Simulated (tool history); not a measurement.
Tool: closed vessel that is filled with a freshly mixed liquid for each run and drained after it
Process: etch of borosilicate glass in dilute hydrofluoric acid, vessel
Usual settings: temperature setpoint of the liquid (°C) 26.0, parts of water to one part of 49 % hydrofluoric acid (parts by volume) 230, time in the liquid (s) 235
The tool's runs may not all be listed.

run,hour,temperature setpoint of the liquid (°C),parts of water to one part of 49 % hydrofluoric acid (parts by volume),time in the liquid (s),"read-back film thickness of the borosilicate glass reference wafer, read on the same gauge (nm)",thickness taken off the borosilicate glass on a monitor wafer (Å)
1,0.0,26.0,230,235,80.89,265.6
2,20.6,26.0,165,280,80.99,477.7
3,35.8,26.0,230,235,81.04,266.8
# hour 43.3: hydrofluoric acid flow meter replaced
4,56.8,26.0,230,235,81.13,266.4
5,83.1,26.0,230,235,81.23,269.1
6,103.2,22.0,230,235,81.36,229.9
7,122.1,22.0,230,235,81.37,230.3
8,141.0,22.0,230,235,81.49,228.5
9,168.7,26.0,230,340,81.65,380.2
10,188.3,26.0,230,235,81.72,264.3
11,220.2,26.0,230,235,81.87,265.3
12,251.8,26.0,260,235,82.04,228.9
13,267.0,26.0,260,235,82.13,228.6
14,289.9,26.0,260,235,82.27,230.1
15,316.4,26.0,230,235,82.40,270.8
16,346.8,26.0,230,235,82.57,269.0
17,426.8,31.0,145,290,83.11,704.6
18,461.5,26.0,230,320,83.33,369.6
19,480.6,30.0,145,235,83.45,550.0
# hour 502.6: gauge calibrated
20,513.4,30.5,230,235,79.96,306.6

Run 21 comes next. What will it give?
21,529.0,26.0,230,115,?,?

read-back film thickness of the borosilicate glass reference wafer, read on the same gauge (nm): 79.99
thickness taken off the borosilicate glass on a monitor wafer (Å): 129.9
Without the tool's hidden state the same run would have given thickness taken off the borosilicate glass on a monitor wafer (Å) 129.9.

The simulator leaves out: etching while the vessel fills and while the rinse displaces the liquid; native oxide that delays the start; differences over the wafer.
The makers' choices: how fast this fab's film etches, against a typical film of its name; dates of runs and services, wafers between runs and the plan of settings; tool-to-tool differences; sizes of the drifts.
